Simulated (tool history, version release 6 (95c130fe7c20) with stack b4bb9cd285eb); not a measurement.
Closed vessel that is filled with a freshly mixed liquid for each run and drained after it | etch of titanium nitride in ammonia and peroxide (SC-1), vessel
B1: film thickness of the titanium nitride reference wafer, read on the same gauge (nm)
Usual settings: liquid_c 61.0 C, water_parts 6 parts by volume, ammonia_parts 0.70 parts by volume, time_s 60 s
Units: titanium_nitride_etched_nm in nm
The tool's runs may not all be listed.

run 1 hour=0.0 | liquid_c=61.0 water_parts=6 ammonia_parts=0.70 time_s=60 | B1=30.08 | titanium_nitride_etched_nm=10.31
run 2 hour=66.8 | liquid_c=61.0 water_parts=6 ammonia_parts=0.70 time_s=60 | B1=30.14 | titanium_nitride_etched_nm=10.34
-- hour=110.9 ammonia flow meter replaced
-- hour=123.1 new drum of ammonia solution connected
run 3 hour=134.2 | liquid_c=61.0 water_parts=6 ammonia_parts=0.95 time_s=60 | B1=30.14 | titanium_nitride_etched_nm=10.76
run 4 hour=195.4 | liquid_c=61.0 water_parts=6 ammonia_parts=0.70 time_s=60 | B1=30.18 | titanium_nitride_etched_nm=10.33
run 5 hour=236.5 | liquid_c=61.0 water_parts=6 ammonia_parts=0.70 time_s=60 | B1=30.26 | titanium_nitride_etched_nm=10.41
run 6 hour=283.3 | liquid_c=61.0 water_parts=6 ammonia_parts=0.70 time_s=60 | B1=30.30 | titanium_nitride_etched_nm=10.35
run 7 hour=380.1 | liquid_c=61.0 water_parts=6 ammonia_parts=0.70 time_s=60 | B1=30.42 | titanium_nitride_etched_nm=10.42
run 8 hour=461.5 | liquid_c=61.0 water_parts=6 ammonia_parts=0.70 time_s=60 | B1=30.60 | titanium_nitride_etched_nm=10.38
-- hour=474.0 new drum of ammonia solution connected
-- hour=500.4 gauge calibrated
run 9 hour=518.7 | liquid_c=53.5 water_parts=5 ammonia_parts=0.70 time_s=90 | B1=29.89 | titanium_nitride_etched_nm=10.14
-- hour=543.0 ammonia flow meter replaced
run 10 hour=616.1 | liquid_c=58.5 water_parts=6 ammonia_parts=0.90 time_s=75 | B1=29.89 | titanium_nitride_etched_nm=11.30
run 11 hour=674.3 | liquid_c=70.0 water_parts=5 ammonia_parts=1.05 time_s=30 | B1=29.95 | titanium_nitride_etched_nm=10.38
run 12 hour=733.7 | liquid_c=61.0 water_parts=6 ammonia_parts=0.70 time_s=60 | B1=29.99 | titanium_nitride_etched_nm=10.26
-- hour=761.9 thermometer replaced
-- hour=778.9 new drum of ammonia solution connected
run 13 hour=797.7 | liquid_c=68.5 water_parts=5 ammonia_parts=0.90 time_s=40 | B1=30.06 | titanium_nitride_etched_nm=12.43
run 14 hour=853.8 | liquid_c=61.0 water_parts=6 ammonia_parts=0.70 time_s=60 | B1=30.10 | titanium_nitride_etched_nm=10.40
run 15 hour=931.1 | liquid_c=51.0 water_parts=8 ammonia_parts=1.05 time_s=50 | B1=30.29 | titanium_nitride_etched_nm=4.09
-- hour=933.6 ammonia flow meter replaced
run 16 hour=1028.8 | liquid_c=61.0 water_parts=5 ammonia_parts=0.70 time_s=35 | B1=30.45 | titanium_nitride_etched_nm=6.65
run 17 hour=1065.7 | liquid_c=61.0 water_parts=5 ammonia_parts=0.70 time_s=60 | B1=30.56 | titanium_nitride_etched_nm=11.36

Forecast each of these 4 alternatives for the next run:
run A hour=1066.4 | liquid_c=61.0 water_parts=6 ammonia_parts=0.55 time_s=60 | B1=? | titanium_nitride_etched_nm=?
run B hour=1066.4 | liquid_c=61.0 water_parts=9 ammonia_parts=0.45 time_s=45 | B1=? | titanium_nitride_etched_nm=?
run C hour=1066.4 | liquid_c=61.0 water_parts=6 ammonia_parts=0.35 time_s=60 | B1=? | titanium_nitride_etched_nm=?
run D hour=1066.4 | liquid_c=54.0 water_parts=6 ammonia_parts=0.70 time_s=45 | B1=? | titanium_nitride_etched_nm=?

run=A B1=30.57 titanium_nitride_etched_nm=10.06
run=B B1=30.57 titanium_nitride_etched_nm=5.97
run=C B1=30.57 titanium_nitride_etched_nm=9.34
run=D B1=30.57 titanium_nitride_etched_nm=4.91
Without the tool's hidden state the same runs would have given:
run=A titanium_nitride_etched_nm=9.88
run=B titanium_nitride_etched_nm=5.86
run=C titanium_nitride_etched_nm=9.17
run=D titanium_nitride_etched_nm=4.82

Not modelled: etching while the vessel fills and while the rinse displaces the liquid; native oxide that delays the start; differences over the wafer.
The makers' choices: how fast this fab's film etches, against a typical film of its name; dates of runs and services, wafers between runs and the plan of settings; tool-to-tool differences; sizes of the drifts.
